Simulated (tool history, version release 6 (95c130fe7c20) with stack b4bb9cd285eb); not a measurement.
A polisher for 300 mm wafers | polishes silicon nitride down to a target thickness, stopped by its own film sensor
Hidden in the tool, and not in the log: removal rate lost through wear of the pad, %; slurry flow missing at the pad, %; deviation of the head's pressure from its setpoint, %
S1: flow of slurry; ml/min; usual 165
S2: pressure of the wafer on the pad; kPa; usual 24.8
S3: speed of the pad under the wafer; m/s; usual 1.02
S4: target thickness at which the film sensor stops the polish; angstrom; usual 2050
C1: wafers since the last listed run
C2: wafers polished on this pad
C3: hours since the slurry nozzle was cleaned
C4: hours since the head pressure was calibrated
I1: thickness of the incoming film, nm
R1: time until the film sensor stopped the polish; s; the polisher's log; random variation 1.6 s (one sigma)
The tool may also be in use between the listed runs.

run,hour,S1,S2,S3,S4,C1,C2,C3,C4,I1,R1
1,0,165,19.3,1.02,2050,0,963,263.4,150,363.5,118.5
# hour 67.4: worn pad replaced by a new one
2,90,135,24.8,1.02,2050,692,181,353.4,240,356.7,93.2
3,131.2,135,24.8,1.02,2050,331,513,394.6,281.2,357.8,92.8
4,161.2,135,24.8,1.02,2050,241,755,424.6,311.2,357.5,96.2
5,197.9,165,24.8,0.92,2050,295,1050,461.3,347.9,367,105.3
# hour 240.7: slurry nozzle cleaned
# hour 248.9: worn pad replaced by a new one
6,262.6,165,24.8,0.92,2050,480,110,21.9,412.6,363.8,104.5
# hour 295.7: head pressure recalibrated
7,325.6,165,24.8,0.92,2050,491,601,84.9,29.9,363.2,98.4
8,383.2,165,24.8,0.76,2050,464,1065,142.5,87.5,357.8,107.2
# hour 408.1: worn pad replaced by a new one
9,416.4,215,20,0.88,2420,235,66,175.7,120.7,357.4,91.5
10,458.8,200,24.8,1.02,2050,341,408,218.1,163.1,356,89.2
11,489.1,165,19.3,1.02,2050,244,652,248.4,193.4,365,130.4
12,519.5,165,24.8,0.92,2050,244,897,278.8,223.8,362.7,101
13,553.9,165,24.8,1.26,2050,277,1174,313.2,258.2,359.1,82.5
# hour 585.9: worn pad replaced by a new one
14,614.5,130,19.3,0.66,2050,455,230,373.8,318.8,358.9,158.2
15,662,165,24.8,1.02,2050,382,613,421.3,366.3,358.2,98.2
16,714.7,165,22.8,1.02,1770,424,1037,474,419,358.1,131.1

Forecast each of these 5 alternatives for the next run:
A,715.1,165,24.8,1.02,2050,3,1041,474.4,419.4,360.3,?
B,715.1,165,17.2,1.02,2050,3,1041,474.4,419.4,360.3,?
C,715.1,165,24.8,1.02,2290,3,1041,474.4,419.4,360.3,?
D,715.1,165,24.8,1.34,2300,3,1041,474.4,419.4,360.3,?
E,715.1,165,31,1.34,2050,3,1041,474.4,419.4,360.3,?

run,R1
A,101.6
B,146.4
C,85.9
D,72.9
E,69.5
Without the tool's hidden state the same runs would have given:
run,R1
A,90.2
B,129.9
C,76.3
D,64.7
E,61.7
